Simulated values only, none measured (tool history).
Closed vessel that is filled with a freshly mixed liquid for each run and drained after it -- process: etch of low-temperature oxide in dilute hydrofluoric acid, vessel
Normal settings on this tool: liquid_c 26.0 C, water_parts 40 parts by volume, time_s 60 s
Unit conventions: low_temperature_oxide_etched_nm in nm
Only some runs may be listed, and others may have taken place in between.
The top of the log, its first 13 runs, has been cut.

| run | hour | liquid_c | water_parts | time_s | read-back film thickness of the low-temperature oxide reference wafer, read on the same gauge (nm) | low_temperature_oxide_etched_nm |
|---|---|---|---|---|---|---|
|  | 727.5 | gauge calibrated |
| 14 | 789.1 | 22.5 | 30 | 60 | 49.99 | 41.50 |
| 15 | 815.4 | 21.5 | 30 | 60 | 50.03 | 39.57 |
| 16 | 922.9 | 24.5 | 25 | 35 | 49.99 | 31.58 |
|  | 934.5 | thermometer replaced |
| 17 | 961.5 | 26.0 | 40 | 60 | 50.05 | 35.67 |
|  | 1007.3 | hydrofluoric acid flow meter replaced |
| 18 | 1017.5 | 22.0 | 20 | 75 | 50.04 | 72.04 |
| 19 | 1073.4 | 23.0 | 25 | 30 | 49.98 | 23.70 |
| 20 | 1102.1 | 26.0 | 40 | 60 | 50.00 | 33.46 |
| 21 | 1152.5 | 29.0 | 50 | 85 | 50.02 | 41.64 |
| 22 | 1178.3 | 26.0 | 35 | 60 | 50.02 | 38.51 |
| 23 | 1241.3 | 26.0 | 40 | 60 | 49.97 | 33.60 |
| 24 | 1273.5 | 29.5 | 40 | 90 | 49.99 | 57.92 |
| 25 | 1301.0 | 30.5 | 40 | 85 | 49.98 | 56.86 |
| 26 | 1354.4 | 23.5 | 20 | 60 | 49.99 | 62.57 |
| 27 | 1407.4 | 26.0 | 25 | 30 | 49.97 | 27.67 |
| 28 | 1441.2 | 26.0 | 40 | 60 | 50.05 | 34.17 |
| 29 | 1496.1 | 29.0 | 30 | 70 | 50.06 | 60.61 |
| 30 | 1542.5 | 29.0 | 50 | 40 | 50.06 | 20.14 |
| 31 | 1605.1 | 22.5 | 25 | 90 | 49.98 | 71.29 |
| 32 | 1629.7 | 26.0 | 40 | 60 | 50.00 | 34.39 |

4 options for the next run, each taken on its own from the tool as it stands now. Forecast them:
| A | 1630.4 | 26.0 | 40 | 60 | ? | ? |
| B | 1630.4 | 23.0 | 40 | 60 | ? | ? |
| C | 1630.4 | 30.0 | 25 | 40 | ? | ? |
| D | 1630.4 | 30.0 | 40 | 60 | ? | ? |

| run | read-back film thickness of the low-temperature oxide reference wafer, read on the same gauge (nm) | low_temperature_oxide_etched_nm |
|---|---|---|
| A | 49.98 | 34.29 |
| B | 49.98 | 30.28 |
| C | 49.98 | 43.97 |
| D | 49.98 | 40.28 |
Take away the tool's hidden state, keep each run's random variation, and the runs would have read:
| run | low_temperature_oxide_etched_nm |
|---|---|
| A | 33.02 |
| B | 29.17 |
| C | 42.36 |
| D | 38.79 |
